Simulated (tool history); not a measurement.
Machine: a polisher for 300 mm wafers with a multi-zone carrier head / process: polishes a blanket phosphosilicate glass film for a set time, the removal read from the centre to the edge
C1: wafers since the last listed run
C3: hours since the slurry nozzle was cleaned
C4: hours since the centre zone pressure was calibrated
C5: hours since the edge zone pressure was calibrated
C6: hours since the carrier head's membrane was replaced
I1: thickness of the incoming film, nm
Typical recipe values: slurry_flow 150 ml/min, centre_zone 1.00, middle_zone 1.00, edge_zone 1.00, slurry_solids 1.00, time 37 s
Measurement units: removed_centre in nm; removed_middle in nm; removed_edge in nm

run 1 hour=0.0 | slurry_flow=150 centre_zone=1.00 middle_zone=1.00 edge_zone=1.00 slurry_solids=1.20 time=37 | C1=0 wafers_polished_on_this_pad=3065 C3=603.0 C4=193.9 C5=826.5 C6=757.4 | I1=2971.0 | removed_centre=375.9 removed_middle=391.4 removed_edge=371.5
run 2 hour=28.7 | slurry_flow=150 centre_zone=1.00 middle_zone=1.00 edge_zone=1.00 slurry_solids=1.20 time=37 | C1=373 wafers_polished_on_this_pad=3439 C3=631.7 C4=222.6 C5=855.2 C6=786.1 | I1=2984.5 | removed_centre=376.5 removed_middle=380.1 removed_edge=376.9
-- hour=55.2 slurry nozzle cleaned
-- hour=64.6 carrier head's membrane replaced by a new one
run 3 hour=74.2 | slurry_flow=150 centre_zone=0.94 middle_zone=1.00 edge_zone=1.00 slurry_solids=1.00 time=37 | C1=514 wafers_polished_on_this_pad=3954 C3=19.0 C4=268.1 C5=900.7 C6=9.6 | I1=3040.5 | removed_centre=332.1 removed_middle=358.0 removed_edge=358.8
-- hour=93.4 worn pad replaced by a new one
run 4 hour=121.8 | slurry_flow=150 centre_zone=0.94 middle_zone=1.00 edge_zone=1.00 slurry_solids=1.00 time=37 | C1=567 wafers_polished_on_this_pad=369 C3=66.6 C4=315.7 C5=948.3 C6=57.2 | I1=2961.0 | removed_centre=328.5 removed_middle=366.3 removed_edge=350.1
run 5 hour=151.3 | slurry_flow=150 centre_zone=1.00 middle_zone=1.00 edge_zone=0.91 slurry_solids=0.80 time=37 | C1=384 wafers_polished_on_this_pad=753 C3=96.1 C4=345.2 C5=977.8 C6=86.7 | I1=2942.8 | removed_centre=323.4 removed_middle=334.6 removed_edge=301.5
run 6 hour=214.7 | slurry_flow=150 centre_zone=1.00 middle_zone=0.89 edge_zone=1.00 slurry_solids=1.00 time=31 | C1=825 wafers_polished_on_this_pad=1579 C3=159.5 C4=408.6 C5=1041.2 C6=150.1 | I1=2933.2 | removed_centre=295.5 removed_middle=273.9 removed_edge=296.7
-- hour=234.4 centre zone pressure recalibrated
run 7 hour=261.4 | slurry_flow=150 centre_zone=1.00 middle_zone=1.00 edge_zone=1.00 slurry_solids=1.00 time=37 | C1=582 wafers_polished_on_this_pad=2161 C3=206.2 C4=27.0 C5=1087.9 C6=196.8 | I1=2953.0 | removed_centre=353.1 removed_middle=359.8 removed_edge=344.5
run 8 hour=310.2 | slurry_flow=150 centre_zone=1.05 middle_zone=1.00 edge_zone=1.00 slurry_solids=1.00 time=28 | C1=635 wafers_polished_on_this_pad=2797 C3=255.0 C4=75.8 C5=1136.7 C6=245.6 | I1=2945.5 | removed_centre=280.6 removed_middle=272.1 removed_edge=264.3
run 9 hour=355.4 | slurry_flow=125 centre_zone=0.93 middle_zone=1.00 edge_zone=0.93 slurry_solids=0.75 time=37 | C1=588 wafers_polished_on_this_pad=3386 C3=300.2 C4=121.0 C5=1181.9 C6=290.8 | I1=2999.2 | removed_centre=286.9 removed_middle=315.0 removed_edge=302.2
run 10 hour=385.9 | slurry_flow=150 centre_zone=0.94 middle_zone=1.00 edge_zone=1.00 slurry_solids=1.00 time=37 | C1=397 wafers_polished_on_this_pad=3783 C3=330.7 C4=151.5 C5=1212.4 C6=321.3 | I1=2947.4 | removed_centre=329.0 removed_middle=356.1 removed_edge=344.4
-- hour=389.6 edge zone pressure recalibrated
-- hour=403.0 worn pad replaced by a new one
run 11 hour=427.2 | slurry_flow=100 centre_zone=0.97 middle_zone=1.00 edge_zone=1.00 slurry_solids=0.75 time=37 | C1=459 wafers_polished_on_this_pad=315 C3=372.0 C4=192.8 C5=37.6 C6=362.6 | I1=2971.1 | removed_centre=278.7 removed_middle=305.6 removed_edge=295.9
run 12 hour=462.3 | slurry_flow=150 centre_zone=1.00 middle_zone=0.89 edge_zone=1.00 slurry_solids=1.00 time=31 | C1=457 wafers_polished_on_this_pad=772 C3=407.1 C4=227.9 C5=72.7 C6=397.7 | I1=3005.6 | removed_centre=293.8 removed_middle=274.1 removed_edge=289.7
run 13 hour=502.8 | slurry_flow=170 centre_zone=1.06 middle_zone=1.00 edge_zone=1.00 slurry_solids=1.15 time=37 | C1=527 wafers_polished_on_this_pad=1300 C3=447.6 C4=268.4 C5=113.2 C6=438.2 | I1=2972.9 | removed_centre=402.9 removed_middle=390.0 removed_edge=382.0
run 14 hour=546.5 | slurry_flow=150 centre_zone=1.00 middle_zone=1.10 edge_zone=1.00 slurry_solids=1.00 time=37 | C1=569 wafers_polished_on_this_pad=1869 C3=491.3 C4=312.1 C5=156.9 C6=481.9 | I1=3018.4 | removed_centre=353.7 removed_middle=395.5 removed_edge=349.1
run 15 hour=599.8 | slurry_flow=110 centre_zone=0.94 middle_zone=0.95 edge_zone=1.00 slurry_solids=1.00 time=37 | C1=694 wafers_polished_on_this_pad=2563 C3=544.6 C4=365.4 C5=210.2 C6=535.2 | I1=2979.1 | removed_centre=314.2 removed_middle=329.8 removed_edge=335.2
-- hour=625.9 centre zone pressure recalibrated
run 16 hour=670.6 | slurry_flow=150 centre_zone=1.00 middle_zone=1.00 edge_zone=0.91 slurry_solids=1.00 time=42 | C1=896 wafers_polished_on_this_pad=3460 C3=615.4 C4=44.7 C5=281.0 C6=606.0 | I1=2972.6 | removed_centre=398.2 removed_middle=411.8 removed_edge=375.0
-- hour=684.0 carrier head's membrane replaced by a new one
-- hour=718.8 slurry nozzle cleaned
-- hour=726.8 worn pad replaced by a new one
run 17 hour=824.8 | slurry_flow=150 centre_zone=1.10 middle_zone=0.95 edge_zone=1.00 slurry_solids=1.00 time=37 | C1=1878 wafers_polished_on_this_pad=1276 C3=106.0 C4=198.9 C5=435.2 C6=140.8 | I1=3009.2 | removed_centre=386.2 removed_middle=343.1 removed_edge=345.5
run 18 hour=888.4 | slurry_flow=195 centre_zone=1.00 middle_zone=1.00 edge_zone=0.92 slurry_solids=1.00 time=37 | C1=828 wafers_polished_on_this_pad=2105 C3=169.6 C4=262.5 C5=498.8 C6=204.4 | I1=3028.1 | removed_centre=367.4 removed_middle=373.9 removed_edge=346.6
run 19 hour=956.8 | slurry_flow=150 centre_zone=1.00 middle_zone=1.00 edge_zone=1.00 slurry_solids=1.00 time=37 | C1=891 wafers_polished_on_this_pad=2996 C3=238.0 C4=330.9 C5=567.2 C6=272.8 | I1=3006.3 | removed_centre=354.8 removed_middle=364.8 removed_edge=352.3
-- hour=998.0 centre zone pressure recalibrated
run 20 hour=1016.2 | slurry_flow=105 centre_zone=1.00 middle_zone=1.00 edge_zone=1.00 slurry_solids=1.00 time=37 | C1=747 wafers_polished_on_this_pad=3743 C3=297.4 C4=18.2 C5=626.6 C6=332.2 | I1=2943.5 | removed_centre=325.5 removed_middle=339.7 removed_edge=334.1
run 21 hour=1085.2 | slurry_flow=150 centre_zone=0.92 middle_zone=1.00 edge_zone=1.00 slurry_solids=1.00 time=37 | C1=898 wafers_polished_on_this_pad=4642 C3=366.4 C4=87.2 C5=695.6 C6=401.2 | I1=2975.0 | removed_centre=325.0 removed_middle=364.1 removed_edge=352.3

What differs in the tool's unlogged condition from the final listed run ahead of each entry between runs to the first listed run following it?
Between runs 2 and 3: slurry nozzle cleaned (hour 55.2); carrier head's membrane replaced by a new one (hour 64.6)
  both runs share identical hidden conditions
Between runs 3 and 4: worn pad replaced by a new one (hour 93.4)
  both runs share identical hidden conditions
Between runs 6 and 7: centre zone pressure recalibrated (hour 234.4)
  both runs share identical hidden conditions
Between runs 10 and 11: edge zone pressure recalibrated (hour 389.6); worn pad replaced by a new one (hour 403.0)
  both runs share identical hidden conditions
Between runs 15 and 16: centre zone pressure recalibrated (hour 625.9)
  both runs share identical hidden conditions
Between runs 16 and 17: carrier head's membrane replaced by a new one (hour 684.0); slurry nozzle cleaned (hour 718.8); worn pad replaced by a new one (hour 726.8)
  both runs share identical hidden conditions
Between runs 19 and 20: centre zone pressure recalibrated (hour 998.0)
  both runs share identical hidden conditions
